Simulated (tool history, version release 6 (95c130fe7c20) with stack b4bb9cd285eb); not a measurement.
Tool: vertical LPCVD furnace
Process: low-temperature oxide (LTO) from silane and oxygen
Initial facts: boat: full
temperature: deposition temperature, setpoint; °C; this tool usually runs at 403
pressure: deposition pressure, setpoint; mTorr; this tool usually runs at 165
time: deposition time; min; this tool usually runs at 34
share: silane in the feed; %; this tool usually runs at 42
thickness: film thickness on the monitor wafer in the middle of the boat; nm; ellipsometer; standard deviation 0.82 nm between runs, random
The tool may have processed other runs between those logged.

run	hour	temperature	pressure	time	share	read-back reference wafer on the same gauge, thickness	thickness
1	0	403	165	34	42	279.01	260.43
2	33.4	403	165	34	42	278.81	261.96
3	62.4	403	165	34	42	279.3	260.54
4	87.3	403	165	34	42	278.76	259.78
5	106.5	403	165	34	42	278.88	260.12
6	141.6	403	135	34	47	279.03	236.38
7	156.7	403	135	34	47	279	237.66
8	173.9	403	135	34	47	278.88	237.77
9	204.3	403	165	34	48	278.86	298.41
10	226	403	165	34	42	278.99	259.15
11	258.5	403	165	34	42	278.85	260.41
12	288.7	403	165	34	42	279.06	261.25
13	317.7	403	165	34	42	279.08	261.54
# hour 374.7: thermocouples replaced and temperature profile calibrated
# hour 377.4: silane flow controller replaced
# hour 394.7: pressure gauge zeroed
14	395.2	403	165	34	42	278.85	273.36
15	399.4	403	165	26	42	279.02	209.46
16	403.6	403	135	34	47	278.98	252.67
17	409.3	414	145	34	42	279.17	270
# hour 414.2: gauge calibrated
18	437.3	403	185	34	42	278.94	308.03
19	451.5	403	165	34	42	278.99	275.5
20	507.2	403	165	34	42	278.82	273.07
21	526.3	403	165	34	42	278.87	274.37
22	543.7	403	185	20.5	42	279.02	184.19
23	558	413	165	23	47	278.96	230.55
24	582.7	395	140	38	42	278.82	236.81
25	610.9	395	140	38	42	279.04	237.28
26	639.6	394	165	34	42	278.96	247.83
27	656.2	403	165	40	42	279.22	321.84
28	668.3	406	165	38.5	42	279.24	321.44
29	692.2	403	165	21.5	38	278.8	154.28
30	729.8	403	165	29.5	45	278.91	255.63
31	761.9	403	165	34	42	278.73	271.68
32	852.2	408	165	28.5	42	278.95	241.37

What if the next run were any one of these 3? Each begins from the tool's condition after run 32:
A	856.5	403	165	23	42	?	?
B	856.5	403	175	37.5	42	?	?
C	856.5	408	145	24	45	?	?

run	read-back reference wafer on the same gauge, thickness	thickness
A	278.78	183.63
B	278.78	317.66
C	278.78	190.69
What these runs would have given with no unlogged condition in the tool:
run	thickness
A	184.89
B	319.73
C	192.19
